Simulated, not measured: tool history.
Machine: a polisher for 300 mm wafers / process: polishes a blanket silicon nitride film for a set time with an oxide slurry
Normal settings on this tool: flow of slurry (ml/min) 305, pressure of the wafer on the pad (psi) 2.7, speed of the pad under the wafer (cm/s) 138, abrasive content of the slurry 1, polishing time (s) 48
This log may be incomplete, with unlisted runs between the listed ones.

run,hour,flow of slurry (ml/min),pressure of the wafer on the pad (psi),speed of the pad under the wafer (cm/s),abrasive content of the slurry,polishing time (s),"incoming thickness of the incoming film, nm",film removed (Å)
1,0.0,305,2.7,138,1,48,508.4,218
2,17.6,305,2.7,138,1,48,516.2,211
# hour 33.7: worn pad replaced by a new one
3,43.8,305,2.7,138,1,48,502.8,214
4,66.5,305,2.7,138,1,48,504.7,212
5,95.1,305,2.7,138,1,48,505.4,208
# hour 101.9: worn pad replaced by a new one
# hour 102.2: head pressure recalibrated
6,109.8,305,2.7,170,1,48,510.8,263
# hour 139.0: slurry blender recalibrated
7,140.8,305,2.7,138,1,48,507.0,258
# hour 164.8: worn pad replaced by a new one
# hour 168.2: slurry nozzle cleaned
8,174.5,400,2.7,138,1,41,521.0,217

Forecast run 9:
# hour 189.2: conditioning disc replaced and pad reconditioned
9,199.9,305,2.7,170,1,48,509.2,?

Run 9 came out at film removed (Å) 272.
On a tool with no hidden condition, and with the same random variation, this run would have come out at film removed (Å) 287.

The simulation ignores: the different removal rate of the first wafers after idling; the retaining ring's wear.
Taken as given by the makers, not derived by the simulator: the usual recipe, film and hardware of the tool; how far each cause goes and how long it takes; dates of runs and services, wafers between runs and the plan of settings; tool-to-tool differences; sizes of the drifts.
